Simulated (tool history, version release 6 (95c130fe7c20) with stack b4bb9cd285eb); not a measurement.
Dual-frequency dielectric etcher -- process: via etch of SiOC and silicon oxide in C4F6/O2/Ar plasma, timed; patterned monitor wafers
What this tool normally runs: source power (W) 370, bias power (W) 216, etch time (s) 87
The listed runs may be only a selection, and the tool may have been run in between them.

run	hour	source power (W)	bias power (W)	etch time (s)	read-back reference wafer on the same gauge, depth_nm	mean etch depth across the wafer (angstrom)
1	0	320	216	87	90.7	995
2	19.8	310	216	76.5	90.5	880
3	42.5	370	216	87	90.6	1046
4	67.2	370	216	87	90.6	1036
5	91.9	370	216	87	90.9	1034
6	112.6	370	216	87	90.7	1043
# hour 165.5: wet clean of the chamber
7	166	370	216	87	91.5	1038
8	176.6	370	216	87	91.4	1049
9	201.7	370	216	87	91.4	1037
10	214.2	370	216	87	91.7	1050
11	229.6	370	216	87	91.4	1040
12	251.7	370	216	87	91.6	1042
13	274.1	370	216	87	91.9	1050
# hour 311.7: upper electrode replaced
14	312.2	320	249	87	92	1101
15	316.3	370	263	87	92.2	1167
16	342.9	370	216	87	92.4	1052
17	365.3	370	216	87	92.6	1057
18	399.5	290	190	98	92.8	1047
19	417.7	430	216	103	92.7	1308
# hour 433.9: source power generator calibrated
20	440.3	370	216	109	92.9	1331
# hour 450.3: gauge calibrated
21	457.1	370	216	87	88.9	1006
22	479.2	320	167	95	88.6	925
# hour 525.1: wet clean of the chamber
23	525.6	430	259	87	88.6	1150
# hour 542.8: bias power generator calibrated
24	543.3	370	268	87	88.8	1137
25	554.2	370	216	102	88.6	1197
26	583.9	340	216	74.5	88.6	845
27	606.5	370	197	87	88.7	968
28	642.4	330	167	71	88.9	697
29	678.1	450	216	87	89	1064
30	713.2	370	216	87	89	1008

Consider 4 possible next runs. They are alternatives, not a sequence: every one starts from the tool as it was left by run 30. What does each give?
A	713.6	370	216	87	?	?
B	713.6	310	216	96.5	?	?
C	713.6	370	269	107	?	?
D	713.6	450	259	95.5	?	?

run	read-back reference wafer on the same gauge, depth_nm	mean etch depth across the wafer (angstrom)
A	89.1	1019
B	89.1	1085
C	89.1	1405
D	89.1	1291
With the hidden condition removed and each run's random variation left untouched, the same runs would have given:
run	mean etch depth across the wafer (angstrom)
A	1019
B	1085
C	1406
D	1291
